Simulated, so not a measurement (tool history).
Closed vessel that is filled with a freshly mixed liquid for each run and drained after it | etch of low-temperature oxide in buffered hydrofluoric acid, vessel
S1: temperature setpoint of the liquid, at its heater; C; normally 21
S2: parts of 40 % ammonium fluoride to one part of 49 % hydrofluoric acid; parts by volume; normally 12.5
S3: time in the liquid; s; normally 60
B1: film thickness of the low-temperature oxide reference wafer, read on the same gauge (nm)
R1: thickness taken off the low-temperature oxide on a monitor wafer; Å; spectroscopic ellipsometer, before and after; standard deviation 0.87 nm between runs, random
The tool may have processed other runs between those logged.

run	hour	S1	S2	S3	B1	R1
1	0	21	12.5	60	109.6	1408.8
2	26	21	12.5	60	109.56	1412.8
3	41.9	21	12.5	60	109.54	1410
4	76.3	21	12.5	60	109.42	1399.5
5	94.9	21	12.5	80	109.35	1873.9
6	109.7	21	12.5	80	109.29	1872.4
7	140.5	21	12.5	60	109.15	1402
8	156.4	21	12.5	60	109.06	1403.5
9	179.7	21	12.5	75	108.95	1743.8
10	212.7	21	12.5	75	108.73	1734.1
11	225.4	21	12.5	75	108.69	1726.1
12	255.3	21	10.5	45	108.51	1225.8
13	270.2	21	10.5	45	108.39	1236.6
# hour 284: thermometer replaced
14	305.6	19.5	15.5	40	108.16	683.4
15	324.2	21	12.5	60	108.01	1387.3
16	359.2	21	12.5	60	107.72	1379.2
17	394	23	15	90	107.42	1919.7
# hour 404.3: gauge calibrated
18	418.6	17	12.5	70	110.25	1320.7
# hour 425.3: hydrofluoric acid flow meter replaced
19	436.8	21	12.5	60	110.25	1417.9
20	456.7	17	15.5	30	110.24	454
21	484.8	18	14	50	110.22	883
22	497.3	21	9	60	110.17	1890.7
23	528.6	21	12.5	85	110.14	1988.3
24	543.1	17	15	70	110.11	1097.9
25	559	21	12.5	90	110.07	2126.4
26	571.9	19.5	12.5	60	110.04	1289.7

Here are 4 independent what-if runs from the current tool condition. What would each one return?
A	572.6	21	12.5	60	?	?
B	572.6	24.5	12.5	85	?	?
C	572.6	24	16.5	45	?	?
D	572.6	18	12.5	45	?	?

run	B1	R1
A	110.03	1419.6
B	110.03	2438.2
C	110.03	956.5
D	110.03	899.5
Without the tool's unlogged condition, the same runs would have read:
run	R1
A	1419.5
B	2438
C	956.4
D	899.4
